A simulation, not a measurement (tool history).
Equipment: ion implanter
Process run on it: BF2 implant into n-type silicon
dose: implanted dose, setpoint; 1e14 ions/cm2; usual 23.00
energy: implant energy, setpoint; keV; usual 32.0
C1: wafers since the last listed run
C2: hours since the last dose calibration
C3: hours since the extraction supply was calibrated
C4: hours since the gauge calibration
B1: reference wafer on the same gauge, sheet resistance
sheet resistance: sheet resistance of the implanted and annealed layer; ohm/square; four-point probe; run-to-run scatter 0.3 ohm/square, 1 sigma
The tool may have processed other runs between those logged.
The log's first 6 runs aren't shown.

Run 7, hour 145.1: usual settings; C1 212; C2 895.7; C3 5884.6; C4 128.8; B1 117.00. Result: sheet resistance 122.53 ohm/square.
Run 8, hour 179.9: usual settings but dose 25.42 1e14 ions/cm2, energy 39.0 keV; C1 352; C2 930.5; C3 5919.4; C4 163.6; B1 116.98. Result: sheet resistance 110.46 ohm/square.
Run 9, hour 203.3: usual settings; C1 236; C2 953.9; C3 5942.8; C4 187.0; B1 117.01. Result: sheet resistance 122.38 ohm/square.
Run 10, hour 231.8: usual settings; C1 288; C2 982.4; C3 5971.3; C4 215.5; B1 116.99. Result: sheet resistance 122.49 ohm/square.
Run 11, hour 244.3: usual settings; C1 126; C2 994.9; C3 5983.8; C4 228.0; B1 117.00. Result: sheet resistance 122.28 ohm/square.
Run 12, hour 258.4: usual settings; C1 142; C2 1009.0; C3 5997.9; C4 242.1; B1 116.99. Result: sheet resistance 122.64 ohm/square.
Run 13, hour 279.2: usual settings; C1 210; C2 1029.8; C3 6018.7; C4 262.9; B1 117.03. Result: sheet resistance 122.97 ohm/square.
Run 14, hour 310.0: usual settings; C1 311; C2 1060.6; C3 6049.5; C4 293.7; B1 117.00. Result: sheet resistance 122.69 ohm/square.
Run 15, hour 336.9: usual settings; C1 272; C2 1087.5; C3 6076.4; C4 320.6; B1 116.97. Result: sheet resistance 122.10 ohm/square.
Run 16, hour 360.1: usual settings but dose 27.46 1e14 ions/cm2, energy 25.0 keV; C1 234; C2 1110.7; C3 6099.6; C4 343.8; B1 116.99. Result: sheet resistance 135.83 ohm/square.
At hour 373.8: Faraday cup replaced and dose calibrated.
Run 17, hour 384.6: usual settings but dose 17.05 1e14 ions/cm2, energy 36.5 keV; C1 167; C2 10.8; C3 6124.1; C4 368.3; B1 116.97. Result: sheet resistance 119.94 ohm/square.
At hour 403.8: extraction supply calibrated.
Run 18, hour 405.7: usual settings; C1 132; C2 31.9; C3 1.9; C4 389.4; B1 116.97. Result: sheet resistance 121.94 ohm/square.

Expected results for the next run?
Run 19, hour 424.0: usual settings but dose 27.07 1e14 ions/cm2, energy 28.0 keV; C1 185; C2 50.2; C3 20.2; C4 407.7; B1 ?. Result: sheet resistance ?.

{"run 19": {"B1": 116.98, "sheet resistance": 129.55}}
With no hidden state in the tool, this same run would have given sheet resistance 129.55 ohm/square.
